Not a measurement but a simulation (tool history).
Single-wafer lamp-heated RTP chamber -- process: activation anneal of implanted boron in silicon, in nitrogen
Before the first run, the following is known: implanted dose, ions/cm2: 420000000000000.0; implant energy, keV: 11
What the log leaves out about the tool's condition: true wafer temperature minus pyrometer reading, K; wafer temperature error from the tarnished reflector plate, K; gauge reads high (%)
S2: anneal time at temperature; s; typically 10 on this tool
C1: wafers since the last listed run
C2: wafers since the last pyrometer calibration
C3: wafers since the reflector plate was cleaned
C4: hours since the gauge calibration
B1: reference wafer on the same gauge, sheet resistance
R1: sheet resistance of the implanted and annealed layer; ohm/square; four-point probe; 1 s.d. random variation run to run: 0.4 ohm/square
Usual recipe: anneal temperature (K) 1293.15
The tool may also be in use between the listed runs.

run 1 hour=0 | anneal_temperature_(K)=1293.15 S2=10 | C1=0 C2=116 C3=4576 C4=174.5 | B1=297.58 | R1=270.45
run 2 hour=25.1 | anneal_temperature_(K)=1293.15 S2=10 | C1=388 C2=505 C3=4965 C4=199.6 | B1=297.96 | R1=269.89
run 3 hour=52.1 | anneal_temperature_(K)=1293.15 S2=10 | C1=417 C2=923 C3=5383 C4=226.6 | B1=298.16 | R1=270.28
run 4 hour=67.2 | anneal_temperature_(K)=1293.15 S2=10 | C1=233 C2=1157 C3=5617 C4=241.7 | B1=298.09 | R1=270.26
run 5 hour=93.5 | anneal_temperature_(K)=1270.15 S2=8 | C1=407 C2=1564 C3=6024 C4=268 | B1=298.39 | R1=275.87
run 6 hour=125.6 | anneal_temperature_(K)=1270.15 S2=8 | C1=496 C2=2061 C3=6521 C4=300.1 | B1=298.48 | R1=274.84
run 7 hour=161.4 | anneal_temperature_(K)=1270.15 S2=8 | C1=554 C2=2615 C3=7075 C4=335.9 | B1=298.7 | R1=275.58
run 8 hour=177.3 | anneal_temperature_(K)=1275.15 S2=13 | C1=246 C2=2861 C3=7321 C4=351.8 | B1=298.83 | R1=273.62
-- hour=186.9 pyrometer window cleaned and pyrometer calibrated
run 9 hour=210.3 | anneal_temperature_(K)=1293.15 S2=10 | C1=387 C2=361 C3=7708 C4=384.8 | B1=298.66 | R1=271.49
run 10 hour=235.5 | anneal_temperature_(K)=1293.15 S2=10 | C1=390 C2=751 C3=8098 C4=410 | B1=298.71 | R1=270.83
run 11 hour=251.5 | anneal_temperature_(K)=1293.15 S2=10 | C1=247 C2=999 C3=8346 C4=426 | B1=298.78 | R1=271.79
run 12 hour=272.5 | anneal_temperature_(K)=1311.15 S2=10 | C1=325 C2=1324 C3=8671 C4=447 | B1=298.84 | R1=270.03
run 13 hour=295.7 | anneal_temperature_(K)=1264.15 S2=15 | C1=359 C2=1683 C3=9030 C4=470.2 | B1=298.92 | R1=277.15
run 14 hour=310.6 | anneal_temperature_(K)=1293.15 S2=4 | C1=230 C2=1914 C3=9261 C4=485.1 | B1=298.84 | R1=272.22
-- hour=318.8 gauge calibrated
run 15 hour=336.5 | anneal_temperature_(K)=1293.15 S2=10 | C1=400 C2=2315 C3=9662 C4=17.7 | B1=295.53 | R1=269.26
-- hour=357.2 reflector plate cleaned
run 16 hour=359.9 | anneal_temperature_(K)=1322.15 S2=10 | C1=238 C2=2553 C3=41 C4=41.1 | B1=296.11 | R1=267.92
-- hour=383.7 pyrometer window cleaned and pyrometer calibrated
run 17 hour=393.4 | anneal_temperature_(K)=1277.15 S2=10 | C1=394 C2=150 C3=436 C4=74.6 | B1=296.73 | R1=271.46
run 18 hour=427.4 | anneal_temperature_(K)=1263.15 S2=16 | C1=526 C2=676 C3=963 C4=108.6 | B1=297.12 | R1=274.54
run 19 hour=441.7 | anneal_temperature_(K)=1311.15 S2=10 | C1=221 C2=897 C3=1184 C4=122.9 | B1=297.1 | R1=268.58
run 20 hour=462.2 | anneal_temperature_(K)=1276.15 S2=4 | C1=317 C2=1215 C3=1501 C4=143.4 | B1=297.43 | R1=273.56
run 21 hour=492.2 | anneal_temperature_(K)=1293.15 S2=10 | C1=464 C2=1679 C3=1966 C4=173.4 | B1=297.88 | R1=270.08
run 22 hour=518.5 | anneal_temperature_(K)=1271.15 S2=13 | C1=407 C2=2086 C3=2373 C4=199.7 | B1=298.16 | R1=273.44
run 23 hour=533.8 | anneal_temperature_(K)=1293.15 S2=8 | C1=236 C2=2323 C3=2610 C4=215 | B1=298.01 | R1=270.79
run 24 hour=553.8 | anneal_temperature_(K)=1312.15 S2=16 | C1=309 C2=2633 C3=2919 C4=235 | B1=298.27 | R1=268.98

Hidden state or all else? Some run-to-run changes of R1, split into what the settings, what came in and random variation would give without the hidden state, and what is left for the hidden state (with any gauge scatter that isn't in both results):
Run 12 -> 13: anneal temperature (K) 1311.15 -> 1264.15, S2 10 -> 15. R1 +7.12 ohm/square: hidden state +0.13, all else +6.99.
Run 14 -> 15: S2 4 -> 10, gauge calibrated. R1 -2.96 ohm/square: hidden state -3.11, all else +0.15.
Run 16 -> 17: anneal temperature (K) 1322.15 -> 1277.15, pyrometer window cleaned and pyrometer calibrated. R1 +3.54 ohm/square: hidden state +0.54, all else +3.
Run 18 -> 19: anneal temperature (K) 1263.15 -> 1311.15, S2 16 -> 10. R1 -5.96 ohm/square: hidden state +0.12, all else -6.08.

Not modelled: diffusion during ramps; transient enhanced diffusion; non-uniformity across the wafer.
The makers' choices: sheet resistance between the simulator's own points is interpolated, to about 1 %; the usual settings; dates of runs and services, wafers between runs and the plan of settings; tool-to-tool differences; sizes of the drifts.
